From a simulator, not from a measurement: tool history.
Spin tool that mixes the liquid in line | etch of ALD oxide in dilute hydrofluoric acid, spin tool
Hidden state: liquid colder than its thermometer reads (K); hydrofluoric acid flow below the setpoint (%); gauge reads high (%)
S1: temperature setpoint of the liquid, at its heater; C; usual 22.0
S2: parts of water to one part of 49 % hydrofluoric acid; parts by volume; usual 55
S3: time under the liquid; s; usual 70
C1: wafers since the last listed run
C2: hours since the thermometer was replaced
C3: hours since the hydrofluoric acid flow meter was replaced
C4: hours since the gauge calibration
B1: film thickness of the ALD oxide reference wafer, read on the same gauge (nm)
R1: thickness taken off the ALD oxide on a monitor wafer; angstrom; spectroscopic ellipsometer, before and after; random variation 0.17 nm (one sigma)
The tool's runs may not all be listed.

Run 1, day 0.000: usual settings; C1 0; C2 2728.2; C3 355.8; C4 435.2; B1 80.03. Result: R1 190.4 angstrom.
Run 2, day 2.992: usual settings; C1 1251; C2 2800.0; C3 427.6; C4 507.0; B1 80.02. Result: R1 189.6 angstrom.
Run 3, day 4.262: usual settings; C1 531; C2 2830.5; C3 458.1; C4 537.5; B1 79.98. Result: R1 187.3 angstrom.
Run 4, day 5.925: usual settings; C1 695; C2 2870.4; C3 498.0; C4 577.4; B1 80.01. Result: R1 189.1 angstrom.
Run 5, day 7.783: usual settings; C1 777; C2 2915.0; C3 542.6; C4 622.0; B1 79.96. Result: R1 186.3 angstrom.
Run 6, day 9.517: usual settings; C1 725; C2 2956.6; C3 584.2; C4 663.6; B1 80.02. Result: R1 182.2 angstrom.
At day 10.608: hydrofluoric acid flow meter replaced.
Run 7, day 11.575: usual settings but S2 60 parts by volume; C1 843; C2 3006.0; C3 23.2; C4 713.0; B1 79.98. Result: R1 178.4 angstrom.
Run 8, day 13.725: usual settings; C1 899; C2 3057.6; C3 74.8; C4 764.6; B1 79.97. Result: R1 195.5 angstrom.
Run 9, day 15.888: usual settings; C1 904; C2 3109.5; C3 126.7; C4 816.5; B1 80.00. Result: R1 194.2 angstrom.
Run 10, day 18.104: usual settings but S1 25.5 C; C1 927; C2 3162.7; C3 179.9; C4 869.7; B1 79.99. Result: R1 223.7 angstrom.
At day 18.825: thermometer replaced.
Run 11, day 20.012: usual settings but S3 50 s; C1 781; C2 28.5; C3 225.7; C4 915.5; B1 79.99. Result: R1 152.2 angstrom.
Run 12, day 22.792: usual settings but S3 50 s; C1 1162; C2 95.2; C3 292.4; C4 982.2; B1 80.00. Result: R1 150.4 angstrom.
Run 13, day 24.783: usual settings; C1 833; C2 143.0; C3 340.2; C4 1030.0; B1 79.97. Result: R1 208.6 angstrom.
Run 14, day 26.221: usual settings but S1 20.5 C, S3 35 s; C1 601; C2 177.5; C3 374.7; C4 1064.5; B1 80.00. Result: R1 97.9 angstrom.
Run 15, day 29.162: usual settings but S2 45 parts by volume; C1 1230; C2 248.1; C3 445.3; C4 1135.1; B1 80.00. Result: R1 251.9 angstrom.
Run 16, day 31.133: usual settings; C1 824; C2 295.4; C3 492.6; C4 1182.4; B1 79.99. Result: R1 202.9 angstrom.
Run 17, day 33.071: usual settings but S1 20.5 C, S2 70 parts by volume, S3 40 s; C1 810; C2 341.9; C3 539.1; C4 1228.9; B1 80.00. Result: R1 84.2 angstrom.
At day 35.450: hydrofluoric acid flow meter replaced.
Run 18, day 35.533: usual settings but S1 26.0 C, S3 100 s; C1 1012; C2 401.0; C3 2.0; C4 1288.0; B1 79.99. Result: R1 365.9 angstrom.
Run 19, day 38.471: usual settings but S3 105 s; C1 1229; C2 471.5; C3 72.5; C4 1358.5; B1 80.00. Result: R1 320.5 angstrom.
At day 38.679: gauge calibrated.
Run 20, day 40.346: usual settings; C1 784; C2 516.5; C3 117.5; C4 40.0; B1 79.99. Result: R1 214.8 angstrom.
Run 21, day 43.304: usual settings but S1 17.5 C, S3 95 s; C1 1237; C2 587.5; C3 188.5; C4 111.0; B1 79.97. Result: R1 236.4 angstrom.
Run 22, day 44.629: usual settings but S1 20.5 C; C1 554; C2 619.3; C3 220.3; C4 142.8; B1 79.99. Result: R1 197.4 angstrom.
Run 23, day 46.358: usual settings but S1 25.5 C, S2 75 parts by volume, S3 95 s; C1 723; C2 660.8; C3 261.8; C4 184.3; B1 80.02. Result: R1 229.6 angstrom.
Run 24, day 48.967: usual settings; C1 1091; C2 723.4; C3 324.4; C4 246.9; B1 79.96. Result: R1 204.9 angstrom.
Run 25, day 51.929: usual settings; C1 1239; C2 794.5; C3 395.5; C4 318.0; B1 80.01. Result: R1 201.9 angstrom.
Run 26, day 54.025: usual settings but S1 19.0 C, S2 70 parts by volume, S3 90 s; C1 876; C2 844.8; C3 445.8; C4 368.3; B1 79.99. Result: R1 175.9 angstrom.

Forecast each of these 5 alternatives for the next run:
Run A, day 54.042: usual settings but S2 40 parts by volume; C1 6; C2 845.2; C3 446.2; C4 368.7; B1 ?. Result: R1 ?.
Run B, day 54.042: usual settings but S1 24.5 C, S2 35 parts by volume, S3 110 s; C1 6; C2 845.2; C3 446.2; C4 368.7; B1 ?. Result: R1 ?.
Run C, day 54.042: usual settings but S2 30 parts by volume, S3 30 s; C1 6; C2 845.2; C3 446.2; C4 368.7; B1 ?. Result: R1 ?.
Run D, day 54.042: usual settings but S2 40 parts by volume, S3 105 s; C1 6; C2 845.2; C3 446.2; C4 368.7; B1 ?. Result: R1 ?.
Run E, day 54.042: usual settings but S2 65 parts by volume, S3 35 s; C1 6; C2 845.2; C3 446.2; C4 368.7; B1 ?. Result: R1 ?.

run     B1     R1
  A  80.00  286.0
  B  80.00  574.7
  C  80.00  165.6
  D  80.00  429.1
  E  80.00   85.2
Without the tool's hidden state the same runs would have given:
run     R1
  A  319.2
  B  640.7
  C  184.8
  D  478.9
  E   95.2

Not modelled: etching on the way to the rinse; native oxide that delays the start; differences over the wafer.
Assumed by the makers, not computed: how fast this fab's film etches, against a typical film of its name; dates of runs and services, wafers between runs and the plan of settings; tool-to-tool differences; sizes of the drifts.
